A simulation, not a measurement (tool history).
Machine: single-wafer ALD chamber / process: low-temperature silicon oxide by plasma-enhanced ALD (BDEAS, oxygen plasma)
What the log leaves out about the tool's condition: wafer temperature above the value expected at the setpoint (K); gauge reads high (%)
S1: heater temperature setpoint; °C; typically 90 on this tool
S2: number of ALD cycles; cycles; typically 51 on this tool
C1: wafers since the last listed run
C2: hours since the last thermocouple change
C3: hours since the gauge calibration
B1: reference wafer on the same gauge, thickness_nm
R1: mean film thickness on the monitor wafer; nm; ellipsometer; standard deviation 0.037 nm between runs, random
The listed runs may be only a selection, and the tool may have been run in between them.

| run | hour | S1 | S2 | C1 | C2 | C3 | B1 | R1 |
|---|---|---|---|---|---|---|---|---|
| 1 | 0.0 | 81 | 47 | 0 | 737.3 | 520.2 | 8.537 | 7.053 |
| 2 | 65.8 | 81 | 47 | 276 | 803.1 | 586.0 | 8.547 | 7.104 |
| 3 | 133.3 | 90 | 51 | 283 | 870.6 | 653.5 | 8.547 | 7.385 |
| 4 | 168.3 | 90 | 51 | 147 | 905.6 | 688.5 | 8.546 | 7.424 |
| 5 | 209.4 | 90 | 51 | 172 | 946.7 | 729.6 | 8.532 | 7.354 |
| 6 | 234.3 | 90 | 51 | 104 | 971.6 | 754.5 | 8.530 | 7.416 |
|  | 257.7 | gauge calibrated |
| 7 | 261.2 | 90 | 51 | 113 | 998.5 | 3.5 | 8.535 | 7.421 |
| 8 | 332.1 | 90 | 51 | 298 | 1069.4 | 74.4 | 8.538 | 7.461 |
|  | 374.3 | thermocouple changed; heater temperature recalibrated |
| 9 | 396.9 | 90 | 51 | 238 | 22.6 | 139.2 | 8.535 | 7.358 |
| 10 | 426.4 | 90 | 51 | 124 | 52.1 | 168.7 | 8.537 | 7.392 |

Predict the results of run 11:
| 11 | 460.0 | 90 | 51 | 141 | 85.7 | 202.3 | ? | ? |

Run 11 gave B1 8.552, R1 7.423 nm.
With no hidden state in the tool, this same run would have given R1 7.423 nm.

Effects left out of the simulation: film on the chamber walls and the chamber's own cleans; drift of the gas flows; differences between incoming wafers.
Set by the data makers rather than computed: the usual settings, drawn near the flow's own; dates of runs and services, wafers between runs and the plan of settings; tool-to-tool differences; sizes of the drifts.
